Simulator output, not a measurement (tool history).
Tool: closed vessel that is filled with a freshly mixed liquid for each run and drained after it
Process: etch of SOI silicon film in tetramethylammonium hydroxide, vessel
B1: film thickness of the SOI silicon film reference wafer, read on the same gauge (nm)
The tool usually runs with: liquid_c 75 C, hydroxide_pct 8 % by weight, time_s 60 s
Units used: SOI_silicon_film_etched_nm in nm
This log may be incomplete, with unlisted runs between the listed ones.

{"run": 1, "hour": 0.0, "liquid_c": 75, "hydroxide_pct": 8, "time_s": 60, "B1": 109.98, "SOI_silicon_film_etched_nm": 483.08}
{"run": 2, "hour": 42.6, "liquid_c": 75, "hydroxide_pct": 8, "time_s": 60, "B1": 110.01, "SOI_silicon_film_etched_nm": 488.68}
{"run": 3, "hour": 79.7, "liquid_c": 75, "hydroxide_pct": 8, "time_s": 60, "B1": 109.95, "SOI_silicon_film_etched_nm": 484.6}
{"run": 4, "hour": 124.5, "liquid_c": 75, "hydroxide_pct": 8, "time_s": 60, "B1": 110.02, "SOI_silicon_film_etched_nm": 479.66}
{"run": 5, "hour": 157.6, "liquid_c": 75, "hydroxide_pct": 8, "time_s": 60, "B1": 110.03, "SOI_silicon_film_etched_nm": 486.32}
{"run": 6, "hour": 193.7, "liquid_c": 75, "hydroxide_pct": 7.5, "time_s": 60, "B1": 109.95, "SOI_silicon_film_etched_nm": 489.74}
{"run": 7, "hour": 254.6, "liquid_c": 69, "hydroxide_pct": 8, "time_s": 70, "B1": 109.96, "SOI_silicon_film_etched_nm": 392.07}
{"run": 8, "hour": 316.7, "liquid_c": 78.5, "hydroxide_pct": 8, "time_s": 40, "B1": 110.02, "SOI_silicon_film_etched_nm": 386.62}
{"run": 9, "hour": 386.6, "liquid_c": 75, "hydroxide_pct": 9.5, "time_s": 80, "B1": 109.96, "SOI_silicon_film_etched_nm": 602.42}
{"run": 10, "hour": 418.5, "liquid_c": 75, "hydroxide_pct": 8, "time_s": 30, "B1": 109.96, "SOI_silicon_film_etched_nm": 238.03}
{"run": 11, "hour": 454.3, "liquid_c": 80.5, "hydroxide_pct": 8, "time_s": 60, "B1": 109.99, "SOI_silicon_film_etched_nm": 645.96}
{"run": 12, "hour": 518.5, "liquid_c": 75, "hydroxide_pct": 8, "time_s": 35, "B1": 109.99, "SOI_silicon_film_etched_nm": 276.04}
{"run": 13, "hour": 567.9, "liquid_c": 75, "hydroxide_pct": 8, "time_s": 60, "B1": 109.99, "SOI_silicon_film_etched_nm": 473.22}
{"run": 14, "hour": 622.3, "liquid_c": 75, "hydroxide_pct": 10.5, "time_s": 50, "B1": 109.98, "SOI_silicon_film_etched_nm": 421.47}
{"run": 15, "hour": 681.3, "liquid_c": 79, "hydroxide_pct": 8, "time_s": 50, "B1": 109.99, "SOI_silicon_film_etched_nm": 582.81}
{"run": 16, "hour": 710.3, "liquid_c": 75, "hydroxide_pct": 8, "time_s": 60, "B1": 110, "SOI_silicon_film_etched_nm": 559.22}
{"run": 17, "hour": 757.6, "liquid_c": 79.5, "hydroxide_pct": 8.5, "time_s": 60, "B1": 109.98, "SOI_silicon_film_etched_nm": 706.17}

The log once held 3 entries between its listed runs, left out of this copy. Where does each go, and what is different about the tool's unlogged condition between the listed run before it and the listed run after it?
Run 9 -> run 10: gauge calibrated (hour 388); hydroxide flow meter replaced (hour 393.1)
  liquid colder than its thermometer reads (K): 3.07 -> 3.1
  measured minus no-state result, SOI_silicon_film_etched_nm: -116.39 -> -46.48 nm
Run 13 -> run 14: thermometer replaced (hour 600.9)
  liquid colder than its thermometer reads (K): 3.26 -> 0.206
  measured minus no-state result, SOI_silicon_film_etched_nm: -97.69 -> -5.08 nm
